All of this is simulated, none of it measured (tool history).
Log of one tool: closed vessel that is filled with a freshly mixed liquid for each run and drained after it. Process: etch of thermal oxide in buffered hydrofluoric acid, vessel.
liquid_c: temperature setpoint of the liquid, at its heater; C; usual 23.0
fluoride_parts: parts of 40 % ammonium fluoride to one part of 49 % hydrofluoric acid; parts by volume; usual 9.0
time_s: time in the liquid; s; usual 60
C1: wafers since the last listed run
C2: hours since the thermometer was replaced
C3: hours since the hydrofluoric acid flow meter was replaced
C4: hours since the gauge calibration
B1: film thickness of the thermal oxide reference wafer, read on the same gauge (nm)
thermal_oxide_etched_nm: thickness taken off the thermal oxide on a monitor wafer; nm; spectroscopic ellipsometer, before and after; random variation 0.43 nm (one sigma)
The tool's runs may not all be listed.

Run 1, hour 0.0: usual settings but time_s 55 s; C1 0; C2 535.7; C3 26.1; C4 3866.7; B1 119.98. Result: thermal_oxide_etched_nm 66.27 nm.
Run 2, hour 52.5: usual settings but time_s 55 s; C1 4228; C2 588.2; C3 78.6; C4 3919.2; B1 120.01. Result: thermal_oxide_etched_nm 65.34 nm.
Run 3, hour 327.5: usual settings; C1 22146; C2 863.2; C3 353.6; C4 4194.2; B1 119.99. Result: thermal_oxide_etched_nm 70.72 nm.
Run 4, hour 397.5: usual settings; C1 5637; C2 933.2; C3 423.6; C4 4264.2; B1 119.99. Result: thermal_oxide_etched_nm 70.29 nm.
Run 5, hour 472.4: usual settings but liquid_c 19.5 C; C1 6032; C2 1008.1; C3 498.5; C4 4339.1; B1 120.00. Result: thermal_oxide_etched_nm 57.80 nm.
Run 6, hour 537.5: usual settings but liquid_c 19.5 C; C1 5242; C2 1073.2; C3 563.6; C4 4404.2; B1 120.00. Result: thermal_oxide_etched_nm 58.07 nm.
Run 7, hour 631.7: usual settings; C1 7586; C2 1167.4; C3 657.8; C4 4498.4; B1 120.00. Result: thermal_oxide_etched_nm 69.82 nm.
At hour 721.5: gauge calibrated.
Run 8, hour 722.9: usual settings; C1 7344; C2 1258.6; C3 749.0; C4 1.4; B1 119.99. Result: thermal_oxide_etched_nm 70.04 nm.
Run 9, hour 766.4: usual settings; C1 3503; C2 1302.1; C3 792.5; C4 44.9; B1 119.98. Result: thermal_oxide_etched_nm 70.23 nm.
Run 10, hour 861.5: usual settings but time_s 55 s; C1 7658; C2 1397.2; C3 887.6; C4 140.0; B1 119.97. Result: thermal_oxide_etched_nm 63.85 nm.
Run 11, hour 961.9: usual settings but liquid_c 27.0 C; C1 8085; C2 1497.6; C3 988.0; C4 240.4; B1 120.00. Result: thermal_oxide_etched_nm 86.28 nm.
Run 12, hour 1015.3: usual settings but fluoride_parts 7.0 parts by volume; C1 4300; C2 1551.0; C3 1041.4; C4 293.8; B1 120.01. Result: thermal_oxide_etched_nm 86.42 nm.
At hour 1026.5: hydrofluoric acid flow meter replaced.
Run 13, hour 1097.5: usual settings; C1 6539; C2 1633.2; C3 71.0; C4 376.0; B1 120.00. Result: thermal_oxide_etched_nm 72.44 nm.
Run 14, hour 1160.9: usual settings but liquid_c 25.0 C, time_s 90 s; C1 5105; C2 1696.6; C3 134.4; C4 439.4; B1 120.01. Result: thermal_oxide_etched_nm 121.76 nm.
Run 15, hour 1200.6: usual settings but fluoride_parts 6.0 parts by volume, time_s 75 s; C1 3197; C2 1736.3; C3 174.1; C4 479.1; B1 120.01. Result: thermal_oxide_etched_nm 136.63 nm.
Run 16, hour 1271.1: usual settings but fluoride_parts 7.0 parts by volume, time_s 30 s; C1 5677; C2 1806.8; C3 244.6; C4 549.6; B1 120.01. Result: thermal_oxide_etched_nm 46.41 nm.
Run 17, hour 1312.4: usual settings but liquid_c 25.0 C, fluoride_parts 11.5 parts by volume; C1 3326; C2 1848.1; C3 285.9; C4 590.9; B1 120.00. Result: thermal_oxide_etched_nm 64.99 nm.
Run 18, hour 1409.7: usual settings but fluoride_parts 6.5 parts by volume; C1 7835; C2 1945.4; C3 383.2; C4 688.2; B1 120.00. Result: thermal_oxide_etched_nm 100.17 nm.
Run 19, hour 1481.4: usual settings but liquid_c 19.0 C; C1 5774; C2 2017.1; C3 454.9; C4 759.9; B1 119.99. Result: thermal_oxide_etched_nm 57.62 nm.
Run 20, hour 1536.5: usual settings but time_s 90 s; C1 4437; C2 2072.2; C3 510.0; C4 815.0; B1 120.00. Result: thermal_oxide_etched_nm 108.57 nm.
Run 21, hour 1582.9: usual settings but liquid_c 19.5 C, fluoride_parts 12.0 parts by volume; C1 3736; C2 2118.6; C3 556.4; C4 861.4; B1 120.00. Result: thermal_oxide_etched_nm 45.68 nm.
Run 22, hour 1668.3: usual settings but liquid_c 19.5 C, fluoride_parts 12.0 parts by volume; C1 6877; C2 2204.0; C3 641.8; C4 946.8; B1 120.00. Result: thermal_oxide_etched_nm 45.18 nm.
Run 23, hour 1772.6: usual settings; C1 8399; C2 2308.3; C3 746.1; C4 1051.1; B1 120.01. Result: thermal_oxide_etched_nm 71.34 nm.
At hour 1806.4: thermometer replaced.
Run 24, hour 1914.8: usual settings; C1 11371; C2 108.4; C3 888.3; C4 1193.3; B1 120.01. Result: thermal_oxide_etched_nm 67.04 nm.
Run 25, hour 1983.2: usual settings but liquid_c 21.0 C, time_s 70 s; C1 5508; C2 176.8; C3 956.7; C4 1261.7; B1 120.01. Result: thermal_oxide_etched_nm 70.60 nm.
Run 26, hour 2057.5: usual settings but fluoride_parts 10.5 parts by volume, time_s 85 s; C1 5983; C2 251.1; C3 1031.0; C4 1336.0; B1 120.03. Result: thermal_oxide_etched_nm 81.83 nm.
Run 27, hour 2121.7: usual settings but liquid_c 28.0 C, fluoride_parts 6.0 parts by volume; C1 5170; C2 315.3; C3 1095.2; C4 1400.2; B1 119.99. Result: thermal_oxide_etched_nm 129.14 nm.
Run 28, hour 2218.2: usual settings but liquid_c 25.0 C, fluoride_parts 10.5 parts by volume, time_s 80 s; C1 7771; C2 411.8; C3 1191.7; C4 1496.7; B1 120.01. Result: thermal_oxide_etched_nm 84.66 nm.
At hour 2327.6: hydrofluoric acid flow meter replaced.
Run 29, hour 2457.6: usual settings but fluoride_parts 12.0 parts by volume, time_s 90 s; C1 19199; C2 651.2; C3 130.0; C4 1736.1; B1 119.99. Result: thermal_oxide_etched_nm 83.52 nm.
Run 30, hour 2563.1: usual settings; C1 8496; C2 756.7; C3 235.5; C4 1841.6; B1 120.01. Result: thermal_oxide_etched_nm 70.95 nm.
Run 31, hour 2655.2: usual settings but liquid_c 28.0 C, fluoride_parts 5.5 parts by volume; C1 7417; C2 848.8; C3 327.6; C4 1933.7; B1 120.00. Result: thermal_oxide_etched_nm 149.72 nm.
Run 32, hour 2751.4: usual settings but liquid_c 27.5 C, fluoride_parts 7.0 parts by volume; C1 7747; C2 945.0; C3 423.8; C4 2029.9; B1 120.01. Result: thermal_oxide_etched_nm 115.87 nm.

Forecast each of these 5 alternatives for the next run:
Run A, hour 2752.1: usual settings but fluoride_parts 10.0 parts by volume; C1 56; C2 945.7; C3 424.5; C4 2030.6; B1 ?. Result: thermal_oxide_etched_nm ?.
Run B, hour 2752.1: usual settings but liquid_c 19.5 C, time_s 80 s; C1 56; C2 945.7; C3 424.5; C4 2030.6; B1 ?. Result: thermal_oxide_etched_nm ?.
Run C, hour 2752.1: usual settings but liquid_c 27.0 C, fluoride_parts 11.5 parts by volume; C1 56; C2 945.7; C3 424.5; C4 2030.6; B1 ?. Result: thermal_oxide_etched_nm ?.
Run D, hour 2752.1: usual settings but fluoride_parts 8.0 parts by volume; C1 56; C2 945.7; C3 424.5; C4 2030.6; B1 ?. Result: thermal_oxide_etched_nm ?.
Run E, hour 2752.1: usual settings but time_s 75 s; C1 56; C2 945.7; C3 424.5; C4 2030.6; B1 ?. Result: thermal_oxide_etched_nm ?.

run      B1  thermal_oxide_etched_nm
  A  120.02                    65.45
  B  120.02                    77.94
  C  120.02                    70.87
  D  120.02                    79.10
  E  120.02                    88.67
Without the tool's hidden state the same runs would have given:
run  thermal_oxide_etched_nm
  A                    66.00
  B                    77.43
  C                    71.54
  D                    80.13
  E                    88.15

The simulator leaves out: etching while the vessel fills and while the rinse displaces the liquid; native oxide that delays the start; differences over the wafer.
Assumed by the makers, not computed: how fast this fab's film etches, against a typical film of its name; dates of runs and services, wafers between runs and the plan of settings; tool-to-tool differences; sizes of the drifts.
